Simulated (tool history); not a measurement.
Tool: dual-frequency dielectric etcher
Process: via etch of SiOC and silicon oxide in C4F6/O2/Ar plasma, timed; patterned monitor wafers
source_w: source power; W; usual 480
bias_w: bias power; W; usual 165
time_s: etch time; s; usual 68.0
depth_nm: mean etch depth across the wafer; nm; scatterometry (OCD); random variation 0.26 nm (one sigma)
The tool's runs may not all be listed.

| run | hour | source_w | bias_w | time_s | wafers since the last listed run | hours since the last wet clean | hours since the last source power generator calibration | hours since the last bias power generator calibration | hours since the last upper electrode change | hours since the gauge calibration | read-back reference wafer on the same gauge, depth_nm | depth_nm |
|---|---|---|---|---|---|---|---|---|---|---|---|---|
| 1 | 0.0 | 480 | 192 | 68.0 | 0 | 505.8 | 2020.8 | 2906.9 | 5268.4 | 184.2 | 59.0 | 73.5 |
| 2 | 6.8 | 480 | 192 | 68.0 | 86 | 512.6 | 2027.6 | 2913.7 | 5275.2 | 191.0 | 58.7 | 73.0 |
| 3 | 16.7 | 480 | 192 | 68.0 | 125 | 522.5 | 2037.5 | 2923.6 | 5285.1 | 200.9 | 58.9 | 72.9 |
| 4 | 25.1 | 480 | 165 | 68.0 | 106 | 530.9 | 2045.9 | 2932.0 | 5293.5 | 209.3 | 58.9 | 70.7 |
| 5 | 41.4 | 480 | 165 | 68.0 | 207 | 547.2 | 2062.2 | 2948.3 | 5309.8 | 225.6 | 59.0 | 70.0 |
| 6 | 56.9 | 480 | 165 | 68.0 | 197 | 562.7 | 2077.7 | 2963.8 | 5325.3 | 241.1 | 58.8 | 70.4 |
|  | 88.1 | wet clean of the chamber |
| 7 | 88.6 | 480 | 165 | 68.0 | 97 | 0.5 | 2109.4 | 2995.5 | 5357.0 | 272.8 | 59.0 | 72.1 |
| 8 | 89.0 | 380 | 125 | 62.5 | 5 | 0.9 | 2109.8 | 2995.9 | 5357.4 | 273.2 | 59.0 | 56.3 |
| 9 | 90.6 | 480 | 165 | 68.0 | 20 | 2.5 | 2111.4 | 2997.5 | 5359.0 | 274.8 | 58.9 | 72.5 |
| 10 | 127.9 | 480 | 165 | 68.0 | 474 | 39.8 | 2148.7 | 3034.8 | 5396.3 | 312.1 | 59.0 | 72.2 |
|  | 145.5 | source power generator calibrated |
|  | 153.4 | upper electrode replaced |
| 11 | 153.9 | 420 | 165 | 73.5 | 179 | 65.8 | 8.4 | 3060.8 | 0.5 | 338.1 | 58.9 | 73.5 |
| 12 | 154.3 | 480 | 192 | 68.0 | 5 | 66.2 | 8.8 | 3061.2 | 0.9 | 338.5 | 58.9 | 74.1 |
| 13 | 161.9 | 450 | 132 | 68.0 | 96 | 73.8 | 16.4 | 3068.8 | 8.5 | 346.1 | 58.9 | 66.6 |
| 14 | 174.6 | 540 | 199 | 83.0 | 161 | 86.5 | 29.1 | 3081.5 | 21.2 | 358.8 | 59.0 | 97.0 |
| 15 | 192.5 | 480 | 165 | 57.0 | 227 | 104.4 | 47.0 | 3099.4 | 39.1 | 376.7 | 58.9 | 60.4 |
|  | 204.5 | gauge calibrated |
| 16 | 209.0 | 560 | 135 | 73.5 | 209 | 120.9 | 63.5 | 3115.9 | 55.6 | 4.5 | 58.9 | 79.6 |
| 17 | 226.7 | 580 | 133 | 59.0 | 225 | 138.6 | 81.2 | 3133.6 | 73.3 | 22.2 | 58.9 | 64.7 |
| 18 | 273.5 | 480 | 165 | 68.0 | 595 | 185.4 | 128.0 | 3180.4 | 120.1 | 69.0 | 59.0 | 71.7 |
| 19 | 280.6 | 590 | 127 | 79.0 | 90 | 192.5 | 135.1 | 3187.5 | 127.2 | 76.1 | 58.8 | 85.7 |
|  | 285.7 | bias power generator calibrated |
| 20 | 290.2 | 480 | 165 | 68.0 | 71 | 202.1 | 144.7 | 4.5 | 136.8 | 85.7 | 58.9 | 71.7 |
| 21 | 302.0 | 480 | 165 | 68.0 | 150 | 213.9 | 156.5 | 16.3 | 148.6 | 97.5 | 58.8 | 71.2 |
| 22 | 318.7 | 480 | 129 | 68.0 | 212 | 230.6 | 173.2 | 33.0 | 165.3 | 114.2 | 59.0 | 67.6 |
| 23 | 331.1 | 480 | 192 | 68.0 | 157 | 243.0 | 185.6 | 45.4 | 177.7 | 126.6 | 58.9 | 73.5 |
| 24 | 341.3 | 480 | 165 | 68.0 | 129 | 253.2 | 195.8 | 55.6 | 187.9 | 136.8 | 58.9 | 71.1 |
| 25 | 349.2 | 420 | 176 | 68.0 | 100 | 261.1 | 203.7 | 63.5 | 195.8 | 144.7 | 59.0 | 68.0 |
| 26 | 366.2 | 480 | 165 | 68.0 | 216 | 278.1 | 220.7 | 80.5 | 212.8 | 161.7 | 58.9 | 71.3 |
| 27 | 377.6 | 480 | 165 | 68.0 | 144 | 289.5 | 232.1 | 91.9 | 224.2 | 173.1 | 59.0 | 71.5 |
| 28 | 389.2 | 580 | 186 | 76.5 | 147 | 301.1 | 243.7 | 103.5 | 235.8 | 184.7 | 58.9 | 89.8 |
| 29 | 396.6 | 370 | 165 | 68.0 | 94 | 308.5 | 251.1 | 110.9 | 243.2 | 192.1 | 58.8 | 63.2 |
| 30 | 405.3 | 400 | 146 | 68.0 | 110 | 317.2 | 259.8 | 119.6 | 251.9 | 200.8 | 58.9 | 63.7 |

4 ways to go on from here, each from the tool as it stands after run 30. What would each give?
| A | 405.7 | 480 | 165 | 68.0 | 5 | 317.6 | 260.2 | 120.0 | 252.3 | 201.2 | ? | ? |
| B | 405.7 | 480 | 184 | 48.0 | 5 | 317.6 | 260.2 | 120.0 | 252.3 | 201.2 | ? | ? |
| C | 405.7 | 440 | 165 | 75.5 | 5 | 317.6 | 260.2 | 120.0 | 252.3 | 201.2 | ? | ? |
| D | 405.7 | 390 | 136 | 78.5 | 5 | 317.6 | 260.2 | 120.0 | 252.3 | 201.2 | ? | ? |

| run | read-back reference wafer on the same gauge, depth_nm | depth_nm |
|---|---|---|
| A | 59.0 | 70.8 |
| B | 59.0 | 51.3 |
| C | 59.0 | 75.6 |
| D | 59.0 | 71.2 |
Without the tool's hidden state the same runs would have given:
| run | depth_nm |
|---|---|
| A | 72.0 |
| B | 52.2 |
| C | 76.9 |
| D | 72.4 |

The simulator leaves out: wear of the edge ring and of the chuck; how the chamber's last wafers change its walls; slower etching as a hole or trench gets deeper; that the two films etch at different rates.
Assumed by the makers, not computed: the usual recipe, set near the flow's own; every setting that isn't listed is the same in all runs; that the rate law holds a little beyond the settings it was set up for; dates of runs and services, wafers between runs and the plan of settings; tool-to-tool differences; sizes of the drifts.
